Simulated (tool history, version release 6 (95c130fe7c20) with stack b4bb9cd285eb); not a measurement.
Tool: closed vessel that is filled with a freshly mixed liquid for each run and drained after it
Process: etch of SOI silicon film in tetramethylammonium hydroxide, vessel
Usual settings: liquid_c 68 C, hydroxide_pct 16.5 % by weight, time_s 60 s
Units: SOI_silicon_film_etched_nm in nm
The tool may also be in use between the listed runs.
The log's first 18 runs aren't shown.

run,hour,liquid_c,hydroxide_pct,time_s,"read-back film thickness of the SOI silicon film reference wafer, read on the same gauge (nm)",SOI_silicon_film_etched_nm
19,396.3,68,16.5,60,49.99,314.35
20,432.1,68,16.5,60,50,313.61
21,455.1,68,16.5,45,49.98,240.3
22,479.5,68,13.5,90,50.02,506.76
23,498.3,68,16.5,60,49.99,317.55
# hour 535.1: gauge calibrated
24,535.1,68,16.5,90,49.99,476.12
25,556.6,74,16.5,85,50.02,631.31
26,590.9,68,16.5,60,49.98,317.37
27,605.5,62.5,20,85,50.02,290.81
28,625.2,75,16.5,60,50.07,469.53
29,639.8,71,16.5,85,50.04,531.14
30,660.3,62,16.5,80,50.01,290.74
31,688.5,68,16.5,60,50.01,314.22
32,716.5,68,16.5,60,50.02,311.41
33,733.8,61,21,70,49.97,214.6
34,749.3,68,15,90,50.01,490.62

Forecast each of these 4 alternatives for the next run:
A,750,68,16.5,60,?,?
B,750,76,16.5,90,?,?
C,750,63.5,15,60,?,?
D,750,71,19,50,?,?

run,"read-back film thickness of the SOI silicon film reference wafer, read on the same gauge (nm)",SOI_silicon_film_etched_nm
A,49.99,313.53
B,49.99,748.18
C,49.99,247.28
D,49.99,294.07
Without the tool's hidden state the same runs would have given:
run,SOI_silicon_film_etched_nm
A,317.09
B,756.67
C,249.75
D,298.15

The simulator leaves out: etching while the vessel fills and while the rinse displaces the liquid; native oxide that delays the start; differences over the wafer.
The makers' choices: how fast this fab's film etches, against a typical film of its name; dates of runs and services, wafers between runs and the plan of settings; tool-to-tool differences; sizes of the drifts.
